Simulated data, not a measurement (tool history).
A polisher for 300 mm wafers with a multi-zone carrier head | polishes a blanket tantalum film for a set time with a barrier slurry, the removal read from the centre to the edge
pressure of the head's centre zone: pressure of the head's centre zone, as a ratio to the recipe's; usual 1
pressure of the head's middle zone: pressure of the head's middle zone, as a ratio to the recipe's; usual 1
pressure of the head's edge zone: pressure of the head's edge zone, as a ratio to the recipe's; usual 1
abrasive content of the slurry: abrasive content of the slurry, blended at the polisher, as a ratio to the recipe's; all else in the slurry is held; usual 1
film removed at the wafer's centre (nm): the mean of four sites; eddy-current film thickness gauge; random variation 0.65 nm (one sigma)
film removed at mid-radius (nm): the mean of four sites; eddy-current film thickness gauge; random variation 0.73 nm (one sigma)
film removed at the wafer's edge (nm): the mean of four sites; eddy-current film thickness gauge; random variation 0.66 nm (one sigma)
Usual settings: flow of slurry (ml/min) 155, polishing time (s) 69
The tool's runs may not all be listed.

run,hour,flow of slurry (ml/min),pressure of the head's centre zone,pressure of the head's middle zone,pressure of the head's edge zone,abrasive content of the slurry,polishing time (s),"incoming thickness of the incoming film, nm",film removed at the wafer's centre (nm),film removed at mid-radius (nm),film removed at the wafer's edge (nm)
1,0,155,0.94,1,0.92,0.9,69,229.4,53.9,57.8,55.3
# hour 47.4: carrier head's membrane replaced by a new one
2,72,155,1,1,1,1.2,57,226.4,49.4,49.5,50.4
3,167.2,155,1,1,1,1,69,230.2,55.4,56.8,57.2
4,274.9,155,1.1,1,1,1,69,227.5,58.5,54.1,57.6
# hour 315.9: edge zone pressure recalibrated
# hour 372.1: centre zone pressure recalibrated
5,379.8,155,1,0.91,1.04,1,47,233.3,35.3,33.7,38.7
6,458.2,155,1.08,1,1.11,1,69,230.5,55.7,53,59.6
7,549.6,135,1,1,1,1,69,228.4,49.2,49.7,52.7
# hour 610.8: worn pad replaced by a new one
8,624.3,155,0.92,0.93,1,1.15,69,231.7,48.9,50.7,57.2
9,710,155,1,1,1,1,69,229.5,51.2,52.3,54.7
# hour 715.3: slurry nozzle cleaned
10,762.9,155,1,1,1,1,69,229.1,59.9,60.2,59.6
11,827.5,155,1,0.89,1,1,88,229.3,74.9,68,75.7
12,900.8,155,1,1,1,1,69,229.5,57.6,58.9,58.7
13,1005.2,155,1,1,1,1.15,69,227.5,57.7,59.3,59.2
14,1099.2,155,1,1.09,1.07,1,53,226,42.6,45.6,45.4
15,1183,155,1,1,1,1,69,226.6,53.6,55.1,57.5
# hour 1211.2: edge zone pressure recalibrated
16,1252.7,190,1.07,1.1,0.93,1,69,231.7,61.1,62.3,56.6
17,1319.1,155,1,1,0.89,0.7,84,229.1,57.8,58.7,58.6
# hour 1326.5: centre zone pressure recalibrated
# hour 1358.5: worn pad replaced by a new one
18,1405.8,155,1,1,1,1,69,231.9,52.5,53.4,56.7
19,1551.4,155,1,0.89,1,1,69,231.5,52.8,48.1,57.1
20,1595.9,155,1,1,1,1,69,232.5,52,52.6,56

Some steps in film removed at the wafer's centre (nm) between neighbouring runs. How much of each would the tool show without its hidden state too (settings, what came in, random variation), and how much is left for the hidden state, with any gauge scatter that isn't in both results?
The hidden state here: removal rate lost through wear of the pad, %; slurry flow missing at the pad, %; deviation of the centre zone's pressure from its setpoint, %; deviation of the edge zone's pressure from its setpoint, %.
Run 4 -> 5: pressure of the head's centre zone 1.1 -> 1, pressure of the head's middle zone 1 -> 0.91, pressure of the head's edge zone 1 -> 1.04, polishing time (s) 69 -> 47, edge zone pressure recalibrated, centre zone pressure recalibrated. film removed at the wafer's centre (nm) -23.2: hidden state +2.2, all else -25.4.
Run 5 -> 6: pressure of the head's centre zone 1 -> 1.08, pressure of the head's middle zone 0.91 -> 1, pressure of the head's edge zone 1.04 -> 1.11, polishing time (s) 47 -> 69. film removed at the wafer's centre (nm) +20.4: hidden state -3.8, all else +24.2.
Run 9 -> 10: slurry nozzle cleaned. film removed at the wafer's centre (nm) +8.7: hidden state +8.6, all else +0.1.
